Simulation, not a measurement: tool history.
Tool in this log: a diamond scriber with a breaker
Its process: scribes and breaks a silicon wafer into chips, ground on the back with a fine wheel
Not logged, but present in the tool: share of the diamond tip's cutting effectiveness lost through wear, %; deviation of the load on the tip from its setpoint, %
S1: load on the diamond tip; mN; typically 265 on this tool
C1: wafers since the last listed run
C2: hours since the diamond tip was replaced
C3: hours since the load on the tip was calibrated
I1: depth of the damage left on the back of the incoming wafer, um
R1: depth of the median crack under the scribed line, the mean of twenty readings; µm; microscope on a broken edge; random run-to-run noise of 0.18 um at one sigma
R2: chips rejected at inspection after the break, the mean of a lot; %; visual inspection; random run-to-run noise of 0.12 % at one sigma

run,hour,S1,C1,C2,C3,I1,R1,R2
1,0.0,265,0,771.1,1346.1,2.09,11.91,1.52
2,31.3,265,89,802.4,1377.4,2.09,11.88,1.59
3,60.9,265,84,832.0,1407.0,2.81,11.94,2.40
4,75.5,221,41,846.6,1421.6,1.71,11.33,3.17
5,101.9,221,75,873.0,1448.0,2.52,11.08,4.05
6,116.8,265,42,887.9,1462.9,2.90,12.16,2.16
7,129.5,265,36,900.6,1475.6,2.82,12.01,2.31
8,154.5,265,71,925.6,1500.6,2.69,12.24,1.85
9,185.7,238,89,956.8,1531.8,2.24,11.63,2.48
10,199.8,304,40,970.9,1545.9,1.51,12.47,2.72
# hour 219.3: diamond tip replaced by a new one
# hour 219.3: load on the tip recalibrated
11,220.7,313,53,1.4,1.4,2.20,13.01,3.56
12,253.8,195,94,34.5,34.5,2.92,10.74,8.22
13,284.2,265,86,64.9,64.9,2.21,11.99,1.70
14,298.6,287,41,79.3,79.3,1.58,12.36,1.57
15,323.4,314,70,104.1,104.1,2.86,12.62,4.28
16,354.9,221,89,135.6,135.6,1.54,10.91,2.87
17,399.4,221,127,180.1,180.1,1.87,11.22,3.42
18,423.6,265,69,204.3,204.3,2.88,12.30,2.24
19,442.6,302,54,223.3,223.3,1.53,12.26,2.45

Alternative continuations, all from the tool just after run 19; predict every row:
A,443.3,265,1,224.0,224.0,2.71,?,?
B,443.3,325,1,224.0,224.0,2.71,?,?
C,443.3,309,1,224.0,224.0,2.71,?,?
D,443.3,241,1,224.0,224.0,2.71,?,?
E,443.3,223,1,224.0,224.0,2.71,?,?

run,R1,R2
A,12.23,1.92
B,13.30,4.28
C,13.02,3.20
D,11.78,2.53
E,11.45,3.70
With the hidden condition removed and each run's random variation left untouched, the same runs would have given:
run,R1,R2
A,12.23,1.92
B,13.30,4.28
C,13.02,3.20
D,11.78,2.53
E,11.45,3.70

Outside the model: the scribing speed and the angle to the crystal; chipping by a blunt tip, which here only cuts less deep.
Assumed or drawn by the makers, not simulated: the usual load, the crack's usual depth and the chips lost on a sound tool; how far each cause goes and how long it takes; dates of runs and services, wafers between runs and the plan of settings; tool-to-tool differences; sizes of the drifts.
